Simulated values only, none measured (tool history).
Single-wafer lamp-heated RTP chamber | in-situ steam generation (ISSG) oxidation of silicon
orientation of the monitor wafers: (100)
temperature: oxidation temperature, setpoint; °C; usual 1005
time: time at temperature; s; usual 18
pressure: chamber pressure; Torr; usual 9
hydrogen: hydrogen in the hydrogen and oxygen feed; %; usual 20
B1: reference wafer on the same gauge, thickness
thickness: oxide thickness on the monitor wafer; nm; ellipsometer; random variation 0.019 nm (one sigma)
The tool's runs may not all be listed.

{"run": 1, "hour": 0.0, "temperature": 993, "time": 18, "pressure": 9, "hydrogen": 20, "B1": 5.551, "thickness": 5.111}
{"run": 2, "hour": 13.8, "temperature": 993, "time": 18, "pressure": 9, "hydrogen": 20, "B1": 5.551, "thickness": 5.166}
{"run": 3, "hour": 21.8, "temperature": 993, "time": 18, "pressure": 9, "hydrogen": 20, "B1": 5.551, "thickness": 5.145}
{"run": 4, "hour": 44.9, "temperature": 1005, "time": 18, "pressure": 9.8, "hydrogen": 20, "B1": 5.548, "thickness": 5.323}
{"run": 5, "hour": 45.2, "temperature": 1005, "time": 18, "pressure": 9.8, "hydrogen": 20, "B1": 5.547, "thickness": 5.308}
{"run": 6, "hour": 51.6, "temperature": 1005, "time": 18, "pressure": 9, "hydrogen": 20, "B1": 5.548, "thickness": 5.352}
{"run": 7, "hour": 63.2, "temperature": 1005, "time": 18, "pressure": 9, "hydrogen": 20, "B1": 5.547, "thickness": 5.372}
{"run": 8, "hour": 69.6, "temperature": 1005, "time": 18, "pressure": 9, "hydrogen": 20, "B1": 5.55, "thickness": 5.381}
{"run": 9, "hour": 77.4, "temperature": 1005, "time": 18, "pressure": 9, "hydrogen": 20, "B1": 5.543, "thickness": 5.367}
{"run": 10, "hour": 90.5, "temperature": 999, "time": 22, "pressure": 8.4, "hydrogen": 20, "B1": 5.554, "thickness": 5.783}
{"run": 11, "hour": 108.3, "temperature": 1005, "time": 16, "pressure": 10.2, "hydrogen": 20, "B1": 5.55, "thickness": 4.982}
{"run": 12, "hour": 116.1, "temperature": 1005, "time": 23, "pressure": 9, "hydrogen": 20, "B1": 5.548, "thickness": 6.028}
{"run": 13, "hour": 133.0, "temperature": 1005, "time": 14, "pressure": 7.8, "hydrogen": 20, "B1": 5.548, "thickness": 4.863}
{"run": 14, "hour": 135.7, "temperature": 1005, "time": 16, "pressure": 9, "hydrogen": 20, "B1": 5.549, "thickness": 5.089}
{"run": 15, "hour": 148.6, "temperature": 1021, "time": 22, "pressure": 9, "hydrogen": 20, "B1": 5.544, "thickness": 6.346}
{"run": 16, "hour": 161.3, "temperature": 995, "time": 11, "pressure": 8, "hydrogen": 20, "B1": 5.541, "thickness": 4.199}
{"run": 17, "hour": 178.8, "temperature": 1005, "time": 24, "pressure": 7.5, "hydrogen": 20, "B1": 5.556, "thickness": 6.216}
{"run": 18, "hour": 193.1, "temperature": 1000, "time": 23, "pressure": 10, "hydrogen": 20, "B1": 5.545, "thickness": 5.799}
{"run": 19, "hour": 208.4, "temperature": 1005, "time": 21, "pressure": 9, "hydrogen": 20, "B1": 5.547, "thickness": 5.755}
{"run": 20, "hour": 219.7, "temperature": 1005, "time": 18, "pressure": 9, "hydrogen": 20, "B1": 5.55, "thickness": 5.371}
{"run": 21, "hour": 233.8, "temperature": 1005, "time": 18, "pressure": 9, "hydrogen": 20, "B1": 5.551, "thickness": 5.378}
{"run": 22, "hour": 249.9, "temperature": 1005, "time": 18, "pressure": 9, "hydrogen": 20, "B1": 5.55, "thickness": 5.388}
{"run": 23, "hour": 296.2, "temperature": 1005, "time": 18, "pressure": 9, "hydrogen": 20, "B1": 5.548, "thickness": 5.37}
{"run": 24, "hour": 308.1, "temperature": 993, "time": 21, "pressure": 9.4, "hydrogen": 26, "B1": 5.543, "thickness": 5.782}
{"run": 25, "hour": 318.2, "temperature": 997, "time": 18, "pressure": 9, "hydrogen": 13, "B1": 5.549, "thickness": 4.714}
{"run": 26, "hour": 326.4, "temperature": 1005, "time": 22, "pressure": 7.7, "hydrogen": 20, "B1": 5.547, "thickness": 5.96}
{"run": 27, "hour": 341.2, "temperature": 1005, "time": 18, "pressure": 9, "hydrogen": 20, "B1": 5.551, "thickness": 5.396}
{"run": 28, "hour": 358.0, "temperature": 997, "time": 11, "pressure": 10.2, "hydrogen": 15, "B1": 5.559, "thickness": 3.851}
{"run": 29, "hour": 366.2, "temperature": 1005, "time": 25, "pressure": 10.2, "hydrogen": 20, "B1": 5.553, "thickness": 6.173}
{"run": 30, "hour": 376.1, "temperature": 995, "time": 13, "pressure": 9.5, "hydrogen": 25, "B1": 5.544, "thickness": 4.675}

Taken out of this log: 5 entries between the listed runs. Where each belongs, and how the hidden state differs across it:
Between runs 3 and 4: pressure gauge zeroed (hour 39.9); pyrometer window cleaned and pyrometer calibrated (hour 44.4)
  no hidden state differs between the two runs
Between runs 9 and 10: gauge calibrated (hour 80.2)
  no hidden state differs between the two runs
Between runs 12 and 13: hydrogen flow controller replaced (hour 132.5)
  no hidden state differs between the two runs
Between runs 22 and 23: pyrometer window cleaned and pyrometer calibrated (hour 271)
  no hidden state differs between the two runs
